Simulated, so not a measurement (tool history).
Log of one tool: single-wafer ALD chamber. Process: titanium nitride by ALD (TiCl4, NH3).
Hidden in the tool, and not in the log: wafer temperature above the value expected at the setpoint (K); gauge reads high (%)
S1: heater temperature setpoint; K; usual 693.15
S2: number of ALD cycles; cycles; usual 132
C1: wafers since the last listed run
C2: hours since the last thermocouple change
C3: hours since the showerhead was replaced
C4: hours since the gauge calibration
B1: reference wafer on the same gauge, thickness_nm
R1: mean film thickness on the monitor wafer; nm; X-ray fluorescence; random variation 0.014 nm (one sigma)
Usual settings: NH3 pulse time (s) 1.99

Run 1, hour 0.0: usual settings but S1 681.15 K; C1 0; C2 1247.4; C3 6028.6; C4 378.8; B1 3.157. Result: R1 3.072 nm.
Run 2, hour 28.2: usual settings but S1 681.15 K; C1 72; C2 1275.6; C3 6056.8; C4 407.0; B1 3.146. Result: R1 3.055 nm.
Run 3, hour 56.9: usual settings; C1 73; C2 1304.3; C3 6085.5; C4 435.7; B1 3.156. Result: R1 3.059 nm.
Run 4, hour 86.2: usual settings; C1 75; C2 1333.6; C3 6114.8; C4 465.0; B1 3.156. Result: R1 3.068 nm.
Run 5, hour 116.0: usual settings; C1 76; C2 1363.4; C3 6144.6; C4 494.8; B1 3.150. Result: R1 3.037 nm.
Run 6, hour 140.8: usual settings; C1 63; C2 1388.2; C3 6169.4; C4 519.6; B1 3.146. Result: R1 3.091 nm.
Run 7, hour 153.7: usual settings; C1 33; C2 1401.1; C3 6182.3; C4 532.5; B1 3.147. Result: R1 3.045 nm.
Run 8, hour 187.2: usual settings; C1 85; C2 1434.6; C3 6215.8; C4 566.0; B1 3.153. Result: R1 3.079 nm.
Run 9, hour 293.5: usual settings; C1 272; C2 1540.9; C3 6322.1; C4 672.3; B1 3.143. Result: R1 3.053 nm.
Run 10, hour 314.6: usual settings; C1 54; C2 1562.0; C3 6343.2; C4 693.4; B1 3.153. Result: R1 3.050 nm.
Run 11, hour 332.9: usual settings but NH3 pulse time (s) 1.66; C1 46; C2 1580.3; C3 6361.5; C4 711.7; B1 3.153. Result: R1 3.060 nm.
Run 12, hour 346.1: usual settings but NH3 pulse time (s) 1.66; C1 33; C2 1593.5; C3 6374.7; C4 724.9; B1 3.148. Result: R1 3.087 nm.
At hour 365.2: showerhead replaced.
Run 13, hour 380.2: usual settings but NH3 pulse time (s) 1.66; C1 66; C2 1627.6; C3 15.0; C4 759.0; B1 3.155. Result: R1 3.031 nm.
Run 14, hour 424.1: usual settings; C1 112; C2 1671.5; C3 58.9; C4 802.9; B1 3.148. Result: R1 3.074 nm.
Run 15, hour 443.5: usual settings; C1 49; C2 1690.9; C3 78.3; C4 822.3; B1 3.155. Result: R1 3.065 nm.
Run 16, hour 476.9: usual settings; C1 85; C2 1724.3; C3 111.7; C4 855.7; B1 3.153. Result: R1 3.079 nm.
Run 17, hour 493.5: usual settings; C1 42; C2 1740.9; C3 128.3; C4 872.3; B1 3.148. Result: R1 3.082 nm.
At hour 494.8: gauge calibrated.
At hour 510.8: thermocouple changed; heater temperature recalibrated.
Run 18, hour 523.8: usual settings but S1 704.15 K, S2 144 cycles; C1 57; C2 13.0; C3 158.6; C4 29.0; B1 3.145. Result: R1 3.346 nm.
Run 19, hour 550.9: usual settings but S1 687.15 K, S2 109 cycles, NH3 pulse time (s) 2.46; C1 69; C2 40.1; C3 185.7; C4 56.1; B1 3.153. Result: R1 2.537 nm.
Run 20, hour 586.1: usual settings but S1 684.15 K, S2 123 cycles, NH3 pulse time (s) 2.68; C1 90; C2 75.3; C3 220.9; C4 91.3; B1 3.151. Result: R1 2.874 nm.
Run 21, hour 601.5: usual settings but S1 699.15 K, S2 119 cycles; C1 39; C2 90.7; C3 236.3; C4 106.7; B1 3.156. Result: R1 2.794 nm.
Run 22, hour 615.5: usual settings but S1 684.15 K, NH3 pulse time (s) 1.59; C1 35; C2 104.7; C3 250.3; C4 120.7; B1 3.147. Result: R1 3.039 nm.
Run 23, hour 647.0: usual settings but S1 702.15 K, S2 158 cycles; C1 80; C2 136.2; C3 281.8; C4 152.2; B1 3.154. Result: R1 3.657 nm.
Run 24, hour 676.9: usual settings but NH3 pulse time (s) 1.38; C1 76; C2 166.1; C3 311.7; C4 182.1; B1 3.144. Result: R1 3.016 nm.
Run 25, hour 696.5: usual settings but S1 707.15 K, S2 150 cycles, NH3 pulse time (s) 2.72; C1 50; C2 185.7; C3 331.3; C4 201.7; B1 3.150. Result: R1 3.546 nm.
Run 26, hour 716.3: usual settings; C1 50; C2 205.5; C3 351.1; C4 221.5; B1 3.152. Result: R1 3.084 nm.
Run 27, hour 737.2: usual settings but S2 115 cycles; C1 53; C2 226.4; C3 372.0; C4 242.4; B1 3.150. Result: R1 2.672 nm.
Run 28, hour 749.6: usual settings but S1 679.15 K, NH3 pulse time (s) 1.20; C1 31; C2 238.8; C3 384.4; C4 254.8; B1 3.147. Result: R1 3.012 nm.
Run 29, hour 761.6: usual settings but NH3 pulse time (s) 1.66; C1 30; C2 250.8; C3 396.4; C4 266.8; B1 3.152. Result: R1 3.047 nm.
Run 30, hour 779.4: usual settings but S1 701.15 K, S2 150 cycles, NH3 pulse time (s) 1.33; C1 45; C2 268.6; C3 414.2; C4 284.6; B1 3.149. Result: R1 3.447 nm.
Run 31, hour 802.7: usual settings but NH3 pulse time (s) 1.66; C1 59; C2 291.9; C3 437.5; C4 307.9; B1 3.147. Result: R1 3.038 nm.
Run 32, hour 823.4: usual settings but S1 681.15 K, S2 146 cycles, NH3 pulse time (s) 2.41; C1 53; C2 312.6; C3 458.2; C4 328.6; B1 3.150. Result: R1 3.412 nm.
Run 33, hour 842.7: usual settings but S2 144 cycles; C1 49; C2 331.9; C3 477.5; C4 347.9; B1 3.147. Result: R1 3.340 nm.
Run 34, hour 857.7: usual settings but S2 143 cycles, NH3 pulse time (s) 1.42; C1 38; C2 346.9; C3 492.5; C4 362.9; B1 3.151. Result: R1 3.273 nm.
Run 35, hour 889.4: usual settings but S1 708.15 K, NH3 pulse time (s) 1.66; C1 81; C2 378.6; C3 524.2; C4 394.6; B1 3.150. Result: R1 3.069 nm.
Run 36, hour 912.7: usual settings but S1 687.15 K, S2 121 cycles; C1 59; C2 401.9; C3 547.5; C4 417.9; B1 3.149. Result: R1 2.802 nm.
Run 37, hour 936.4: usual settings; C1 60; C2 425.6; C3 571.2; C4 441.6; B1 3.150. Result: R1 3.065 nm.
Run 38, hour 967.3: usual settings but S1 685.15 K, S2 144 cycles; C1 79; C2 456.5; C3 602.1; C4 472.5; B1 3.148. Result: R1 3.349 nm.
Run 39, hour 997.5: usual settings but S1 687.15 K, S2 156 cycles, NH3 pulse time (s) 2.65; C1 77; C2 486.7; C3 632.3; C4 502.7; B1 3.149. Result: R1 3.611 nm.
Run 40, hour 1020.2: usual settings but S1 703.15 K, S2 113 cycles, NH3 pulse time (s) 2.78; C1 58; C2 509.4; C3 655.0; C4 525.4; B1 3.150. Result: R1 2.663 nm.

What the log doesn't show, run by run:
wafer temperature above the value expected at the setpoint (K): 0 in every run
gauge reads high (%): 0 in every run
